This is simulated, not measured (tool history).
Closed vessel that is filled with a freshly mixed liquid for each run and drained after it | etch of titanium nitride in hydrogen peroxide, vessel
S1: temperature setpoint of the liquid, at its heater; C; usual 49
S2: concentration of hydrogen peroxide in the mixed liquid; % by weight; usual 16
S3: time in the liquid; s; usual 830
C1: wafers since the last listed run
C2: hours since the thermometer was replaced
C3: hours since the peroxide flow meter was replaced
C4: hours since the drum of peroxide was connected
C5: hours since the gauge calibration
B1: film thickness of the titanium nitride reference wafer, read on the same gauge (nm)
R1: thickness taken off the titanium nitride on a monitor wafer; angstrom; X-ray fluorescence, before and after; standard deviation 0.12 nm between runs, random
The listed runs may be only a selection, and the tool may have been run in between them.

run 1 day=0 | S1=49 S2=16 S3=660 | C1=0 C2=2867.3 C3=410.8 C4=1081.8 C5=265.8 | B1=119.99 | R1=150.7
run 2 day=1.283 | S1=49 S2=16 S3=830 | C1=2055 C2=2898.1 C3=441.6 C4=1112.6 C5=296.6 | B1=120.03 | R1=191.4
run 3 day=2.512 | S1=49 S2=16 S3=830 | C1=1968 C2=2927.6 C3=471.1 C4=1142.1 C5=326.1 | B1=119.99 | R1=193
run 4 day=3.662 | S1=49 S2=16 S3=830 | C1=1841 C2=2955.2 C3=498.7 C4=1169.7 C5=353.7 | B1=120 | R1=190.1
run 5 day=5.079 | S1=49 S2=16 S3=830 | C1=2268 C2=2989.2 C3=532.7 C4=1203.7 C5=387.7 | B1=119.97 | R1=190.5
run 6 day=6.171 | S1=49 S2=19 S3=830 | C1=1748 C2=3015.4 C3=558.9 C4=1229.9 C5=413.9 | B1=120.01 | R1=199.2
run 7 day=6.821 | S1=49 S2=19 S3=830 | C1=1040 C2=3031 C3=574.5 C4=1245.5 C5=429.5 | B1=119.96 | R1=198.8
run 8 day=8.192 | S1=52 S2=16 S3=1280 | C1=2195 C2=3063.9 C3=607.4 C4=1278.4 C5=462.4 | B1=119.96 | R1=366.8
-- day=8.304 gauge calibrated
-- day=8.346 new drum of peroxide connected
run 9 day=9.162 | S1=49 S2=16 S3=830 | C1=1488 C2=3087.2 C3=630.7 C4=19.6 C5=20.6 | B1=120 | R1=189.7
-- day=9.95 peroxide flow meter replaced
-- day=10.175 thermometer replaced
run 10 day=10.642 | S1=42 S2=16 S3=1270 | C1=2235 C2=11.2 C3=16.6 C4=55.1 C5=56.1 | B1=120.01 | R1=173.2
run 11 day=11.838 | S1=49 S2=18.5 S3=830 | C1=1915 C2=39.9 C3=45.3 C4=83.8 C5=84.8 | B1=119.97 | R1=197.5
run 12 day=12.821 | S1=49 S2=12 S3=830 | C1=1574 C2=63.5 C3=68.9 C4=107.4 C5=108.4 | B1=120.02 | R1=181.2
run 13 day=13.362 | S1=55.5 S2=20 S3=830 | C1=867 C2=76.5 C3=81.9 C4=120.4 C5=121.4 | B1=119.98 | R1=319.8
run 14 day=14.583 | S1=49 S2=16 S3=830 | C1=1955 C2=105.8 C3=111.2 C4=149.7 C5=150.7 | B1=119.97 | R1=191.6

Consider 3 possible next runs. They are alternatives, not a sequence: every one starts from the tool as it was left by run 14. What does each give?
run A day=14.621 | S1=49 S2=12.5 S3=830 | C1=60 C2=106.7 C3=112.1 C4=150.6 C5=151.6 | B1=? | R1=?
run B day=14.621 | S1=54 S2=16 S3=830 | C1=60 C2=106.7 C3=112.1 C4=150.6 C5=151.6 | B1=? | R1=?
run C day=14.621 | S1=49 S2=20 S3=650 | C1=60 C2=106.7 C3=112.1 C4=150.6 C5=151.6 | B1=? | R1=?

run=A B1=119.98 R1=183.5
run=B B1=119.98 R1=276.4
run=C B1=119.98 R1=158.7
Without the tool's hidden state the same runs would have given:
run=A R1=183.5
run=B R1=276.4
run=C R1=158.7
